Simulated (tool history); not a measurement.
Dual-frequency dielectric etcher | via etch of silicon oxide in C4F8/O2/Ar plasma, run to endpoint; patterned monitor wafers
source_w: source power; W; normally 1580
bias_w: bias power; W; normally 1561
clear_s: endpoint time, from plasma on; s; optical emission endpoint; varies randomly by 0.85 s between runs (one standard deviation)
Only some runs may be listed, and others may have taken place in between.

run,hour,source_w,bias_w,wafers since the last listed run,hours since the last wet clean,hours since the last source power generator calibration,hours since the last bias power generator calibration,hours since the last upper electrode change,"incoming incoming film thickness, nm",clear_s
1,0.0,1580,1363,0,236.2,2765.2,4705.2,3228.2,817.8,188.3
2,34.3,1580,1363,238,270.5,2799.5,4739.5,3262.5,817.9,188.3
3,43.8,1580,1329,66,280.0,2809.0,4749.0,3272.0,827.5,192.4
4,54.5,1580,1329,74,290.7,2819.7,4759.7,3282.7,813.1,189.3
5,72.1,1580,1329,122,308.3,2837.3,4777.3,3300.3,812.9,187.5
6,83.4,1580,1281,78,319.6,2848.6,4788.6,3311.6,829.1,197.1
7,90.4,1580,1281,48,326.6,2855.6,4795.6,3318.6,815.1,190.9
8,101.6,1580,1561,77,337.8,2866.8,4806.8,3329.8,819.2,176.5
9,110.1,1580,1561,59,346.3,2875.3,4815.3,3338.3,819.7,176.8
10,127.8,1580,1561,123,364.0,2893.0,4833.0,3356.0,819.6,177.3
11,136.7,1580,1561,61,372.9,2901.9,4841.9,3364.9,813.9,176.8
12,154.3,1580,1394,122,390.5,2919.5,4859.5,3382.5,822.6,186.6
# hour 178.8: upper electrode replaced
13,203.6,1580,1394,176,439.8,2968.8,4908.8,24.8,818.3,185.7
14,211.9,1580,1561,57,448.1,2977.1,4917.1,33.1,824.8,179.3
15,226.0,1580,1353,98,462.2,2991.2,4931.2,47.2,809.8,184.9
# hour 234.3: bias power generator calibrated
16,234.8,1410,1296,33,471.0,3000.0,0.5,56.0,815.5,198.7
17,248.6,1320,1364,96,484.8,3013.8,14.3,69.8,813.9,197.2
# hour 261.5: source power generator calibrated
18,265.7,1580,1561,91,501.9,4.2,31.4,86.9,817.0,177.4
19,277.7,1730,1825,83,513.9,16.2,43.4,98.9,817.1,160.4
# hour 309.3: wet clean of the chamber
20,309.8,1900,1920,56,0.5,48.3,75.5,131.0,817.7,153.9
21,310.3,1580,1561,3,1.0,48.8,76.0,131.5,815.8,177.0
22,324.0,1840,1406,95,14.7,62.5,89.7,145.2,808.2,174.3
23,364.3,1950,1874,280,55.0,102.8,130.0,185.5,810.0,153.4
24,377.4,1380,1250,91,68.1,115.9,143.1,198.6,817.7,201.6
25,385.9,1580,1561,59,76.6,124.4,151.6,207.1,812.7,176.4
26,401.3,1580,1767,107,92.0,139.8,167.0,222.5,807.4,165.1
27,416.7,1250,1755,107,107.4,155.2,182.4,237.9,816.9,178.5

Describe how what the log doesn't record of the tool's condition differs between the last listed run preceding each entry between runs and the first listed run following it.
Logged between run 12 and run 13: upper electrode replaced (hour 178.8)
  both runs share identical hidden conditions
Logged between run 15 and run 16: bias power generator calibrated (hour 234.3)
  both runs share identical hidden conditions
Logged between run 17 and run 18: source power generator calibrated (hour 261.5)
  both runs share identical hidden conditions
Logged between run 19 and run 20: wet clean of the chamber (hour 309.3)
  both runs share identical hidden conditions
